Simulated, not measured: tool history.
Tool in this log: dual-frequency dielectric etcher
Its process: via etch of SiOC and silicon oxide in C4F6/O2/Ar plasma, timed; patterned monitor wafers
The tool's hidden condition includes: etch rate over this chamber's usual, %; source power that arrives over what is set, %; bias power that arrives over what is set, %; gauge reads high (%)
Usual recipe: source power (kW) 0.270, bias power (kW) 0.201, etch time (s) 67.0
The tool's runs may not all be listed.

| run | hour | source power (kW) | bias power (kW) | etch time (s) | wafers since the last listed run | hours since the last wet clean | hours since the last source power generator calibration | hours since the last bias power generator calibration | hours since the last upper electrode change | hours since the gauge calibration | read-back reference wafer on the same gauge, depth_nm | mean etch depth across the wafer (nm) |
|---|---|---|---|---|---|---|---|---|---|---|---|---|
| 1 | 0.0 | 0.270 | 0.201 | 55.0 | 0 | 297.3 | 2316.9 | 1349.6 | 2385.2 | 634.6 | 75.4 | 54.1 |
| 2 | 89.6 | 0.270 | 0.201 | 55.0 | 799 | 386.9 | 2406.5 | 1439.2 | 2474.8 | 724.2 | 75.4 | 54.0 |
| 3 | 148.1 | 0.270 | 0.173 | 67.0 | 521 | 445.4 | 2465.0 | 1497.7 | 2533.3 | 782.7 | 75.4 | 62.8 |
|  | 190.5 | wet clean of the chamber |
| 4 | 227.3 | 0.300 | 0.201 | 60.5 | 492 | 36.8 | 2544.2 | 1576.9 | 2612.5 | 861.9 | 75.4 | 61.5 |
| 5 | 295.3 | 0.300 | 0.201 | 60.5 | 606 | 104.8 | 2612.2 | 1644.9 | 2680.5 | 929.9 | 75.4 | 61.8 |
| 6 | 375.8 | 0.300 | 0.201 | 60.5 | 718 | 185.3 | 2692.7 | 1725.4 | 2761.0 | 1010.4 | 75.4 | 62.0 |
| 7 | 468.5 | 0.270 | 0.224 | 67.0 | 827 | 278.0 | 2785.4 | 1818.1 | 2853.7 | 1103.1 | 75.4 | 68.5 |
| 8 | 521.7 | 0.270 | 0.224 | 67.0 | 474 | 331.2 | 2838.6 | 1871.3 | 2906.9 | 1156.3 | 75.4 | 68.4 |
|  | 537.1 | gauge calibrated |
|  | 603.2 | wet clean of the chamber |
| 9 | 603.7 | 0.270 | 0.201 | 67.0 | 517 | 0.5 | 2920.6 | 1953.3 | 2988.9 | 66.6 | 75.4 | 66.3 |
| 10 | 645.4 | 0.240 | 0.201 | 67.0 | 372 | 42.2 | 2962.3 | 1995.0 | 3030.6 | 108.3 | 75.4 | 63.6 |
|  | 675.9 | bias power generator calibrated |
| 11 | 709.2 | 0.320 | 0.177 | 67.0 | 533 | 106.0 | 3026.1 | 33.3 | 3094.4 | 172.1 | 75.4 | 67.2 |
| 12 | 808.7 | 0.270 | 0.201 | 67.0 | 887 | 205.5 | 3125.6 | 132.8 | 3193.9 | 271.6 | 75.4 | 65.6 |
|  | 876.8 | source power generator calibrated |
|  | 909.9 | upper electrode replaced |
| 13 | 910.4 | 0.270 | 0.201 | 82.5 | 657 | 307.2 | 33.6 | 234.5 | 0.5 | 373.3 | 75.4 | 79.6 |
| 14 | 957.0 | 0.270 | 0.201 | 78.0 | 415 | 353.8 | 80.2 | 281.1 | 47.1 | 419.9 | 75.4 | 75.3 |
| 15 | 1053.4 | 0.270 | 0.160 | 84.0 | 860 | 450.2 | 176.6 | 377.5 | 143.5 | 516.3 | 75.4 | 75.8 |
|  | 1104.2 | wet clean of the chamber |
| 16 | 1138.6 | 0.270 | 0.185 | 84.0 | 546 | 34.4 | 261.8 | 462.7 | 228.7 | 601.5 | 75.4 | 79.3 |

Forecast each of these 3 alternatives for the next run:
| A | 1139.0 | 0.270 | 0.201 | 86.0 | 3 | 34.8 | 262.2 | 463.1 | 229.1 | 601.9 | ? | ? |
| B | 1139.0 | 0.210 | 0.237 | 51.5 | 3 | 34.8 | 262.2 | 463.1 | 229.1 | 601.9 | ? | ? |
| C | 1139.0 | 0.220 | 0.234 | 67.0 | 3 | 34.8 | 262.2 | 463.1 | 229.1 | 601.9 | ? | ? |

| run | read-back reference wafer on the same gauge, depth_nm | mean etch depth across the wafer (nm) |
|---|---|---|
| A | 75.4 | 82.9 |
| B | 75.4 | 47.9 |
| C | 75.4 | 63.0 |
Had the tool no hidden state, the same runs would have come out as:
| run | mean etch depth across the wafer (nm) |
|---|---|
| A | 82.9 |
| B | 47.8 |
| C | 63.0 |
